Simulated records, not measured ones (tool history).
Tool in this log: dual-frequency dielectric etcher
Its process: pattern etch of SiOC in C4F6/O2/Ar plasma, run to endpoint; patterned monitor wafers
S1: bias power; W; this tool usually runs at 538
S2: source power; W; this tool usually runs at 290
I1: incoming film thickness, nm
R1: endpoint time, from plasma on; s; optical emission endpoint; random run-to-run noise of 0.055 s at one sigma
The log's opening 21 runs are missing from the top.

run 22 hour=325.8 | S1=451 S2=290 | I1=33.36 | R1=13.6
run 23 hour=340.2 | S1=472 S2=270 | I1=33.28 | R1=13.9
run 24 hour=350.5 | S1=426 S2=350 | I1=33.46 | R1=12.7
run 25 hour=364.8 | S1=421 S2=330 | I1=32.98 | R1=13.0
run 26 hour=371.6 | S1=538 S2=290 | I1=33.53 | R1=12.7
run 27 hour=385.0 | S1=420 S2=330 | I1=33.29 | R1=13.3
run 28 hour=399.8 | S1=660 S2=350 | I1=33.52 | R1=10.7
run 29 hour=413.2 | S1=538 S2=290 | I1=33.46 | R1=12.6
run 30 hour=420.1 | S1=538 S2=290 | I1=33.20 | R1=12.6
run 31 hour=434.4 | S1=410 S2=260 | I1=33.50 | R1=14.9
run 32 hour=443.5 | S1=591 S2=270 | I1=33.07 | R1=12.4
run 33 hour=457.0 | S1=624 S2=290 | I1=33.43 | R1=11.8
run 34 hour=474.1 | S1=632 S2=270 | I1=33.16 | R1=12.1

Each row is a separate what-if for the run after 34, all from the same tool condition, not one after another. Results?
run A hour=474.5 | S1=453 S2=290 | I1=33.25 | R1=?
run B hour=474.5 | S1=627 S2=230 | I1=33.25 | R1=?
run C hour=474.5 | S1=538 S2=270 | I1=33.25 | R1=?
run D hour=474.5 | S1=646 S2=290 | I1=33.25 | R1=?
run E hour=474.5 | S1=445 S2=320 | I1=33.25 | R1=?

run=A R1=13.4
run=B R1=13.1
run=C R1=13.0
run=D R1=11.6
run=E R1=12.9
Had the tool no hidden state, the same runs would have come out as:
run=A R1=13.5
run=B R1=13.2
run=C R1=13.0
run=D R1=11.7
run=E R1=13.0
